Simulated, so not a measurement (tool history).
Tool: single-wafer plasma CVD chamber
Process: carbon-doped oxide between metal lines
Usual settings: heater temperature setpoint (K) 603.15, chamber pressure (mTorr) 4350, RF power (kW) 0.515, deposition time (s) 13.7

| run | hour | heater temperature setpoint (K) | chamber pressure (mTorr) | RF power (kW) | deposition time (s) | read-back reference wafer on the same gauge, thickness_nm | mean film thickness on the monitor wafer (angstrom) |
|---|---|---|---|---|---|---|---|
| 1 | 0.0 | 603.15 | 4350 | 0.515 | 13.7 | 85.978 | 776.44 |
| 2 | 85.0 | 603.15 | 4350 | 0.515 | 13.7 | 86.063 | 772.36 |
| 3 | 126.6 | 603.15 | 4350 | 0.515 | 13.7 | 85.978 | 773.25 |
| 4 | 176.5 | 591.15 | 5310 | 0.515 | 12.2 | 86.055 | 748.95 |
|  | 214.1 | showerhead replaced |
| 5 | 219.9 | 603.15 | 4350 | 0.515 | 13.7 | 85.994 | 767.07 |
|  | 264.1 | RF generator calibrated |
| 6 | 314.8 | 603.15 | 4740 | 0.515 | 16.2 | 85.995 | 923.29 |
| 7 | 362.5 | 603.15 | 4350 | 0.515 | 13.7 | 85.923 | 774.89 |
| 8 | 455.8 | 603.15 | 4350 | 0.515 | 13.7 | 86.005 | 775.77 |
| 9 | 501.8 | 608.15 | 4940 | 0.515 | 12.9 | 85.976 | 728.95 |
| 10 | 597.8 | 598.15 | 5420 | 0.485 | 13.7 | 85.987 | 773.27 |
| 11 | 663.1 | 603.15 | 4350 | 0.515 | 14.6 | 86.043 | 822.83 |
|  | 699.1 | thermocouple changed; heater temperature recalibrated |
|  | 752.2 | gauge calibrated |
| 12 | 766.3 | 594.15 | 3950 | 0.420 | 11.4 | 85.939 | 535.64 |
| 13 | 838.3 | 603.15 | 4350 | 0.515 | 13.7 | 86.027 | 762.75 |
| 14 | 936.9 | 614.15 | 3410 | 0.575 | 12.7 | 85.972 | 725.10 |
| 15 | 979.2 | 615.15 | 4350 | 0.515 | 15.3 | 85.968 | 817.64 |
| 16 | 1085.5 | 603.15 | 4350 | 0.515 | 15.8 | 85.948 | 883.29 |
| 17 | 1155.9 | 603.15 | 4350 | 0.515 | 12.4 | 86.040 | 694.28 |
| 18 | 1212.0 | 607.15 | 4350 | 0.470 | 15.1 | 85.997 | 776.23 |
| 19 | 1273.0 | 603.15 | 3480 | 0.420 | 13.7 | 86.039 | 618.60 |
| 20 | 1313.7 | 588.15 | 5040 | 0.515 | 13.7 | 86.046 | 841.45 |
| 21 | 1383.0 | 603.15 | 4350 | 0.515 | 13.7 | 85.934 | 774.89 |
| 22 | 1459.5 | 603.15 | 4350 | 0.515 | 13.7 | 85.970 | 773.31 |
| 23 | 1519.6 | 603.15 | 4350 | 0.515 | 13.7 | 86.041 | 777.54 |
| 24 | 1583.9 | 603.15 | 4350 | 0.515 | 13.7 | 86.032 | 776.04 |
| 25 | 1621.4 | 609.15 | 4350 | 0.515 | 13.7 | 85.963 | 758.90 |
|  | 1716.5 | RF generator calibrated |
| 26 | 1717.0 | 612.15 | 4350 | 0.515 | 13.7 | 86.012 | 751.71 |
| 27 | 1806.2 | 603.15 | 4350 | 0.515 | 13.7 | 86.042 | 779.72 |

What the log doesn't show, run by run:
delivered RF power above the setpoint (%): 0 in every run
true pressure above the setpoint (%): 0 in every run
gauge reads high (%): 0 in every run
H1: wafer temperature above the value expected at the setpoint (K)
| run | H1 |
|---|---|
| 1 | -3.96 |
| 2 | -4.23 |
| 3 | -4.35 |
| 4 | -4.48 |
| 5 | -4.57 |
| 6 | -4.76 |
| 7 | -4.84 |
| 8 | -4.97 |
| 9 | -5.02 |
| 10 | -5.12 |
| 11 | -5.18 |
| 12 | -0.609 |
| 13 | -1.43 |
| 14 | -2.35 |
| 15 | -2.69 |
| 16 | -3.4 |
| 17 | -3.79 |
| 18 | -4.06 |
| 19 | -4.31 |
| 20 | -4.47 |
| 21 | -4.69 |
| 22 | -4.91 |
| 23 | -5.05 |
| 24 | -5.18 |
| 25 | -5.25 |
| 26 | -5.4 |
| 27 | -5.52 |

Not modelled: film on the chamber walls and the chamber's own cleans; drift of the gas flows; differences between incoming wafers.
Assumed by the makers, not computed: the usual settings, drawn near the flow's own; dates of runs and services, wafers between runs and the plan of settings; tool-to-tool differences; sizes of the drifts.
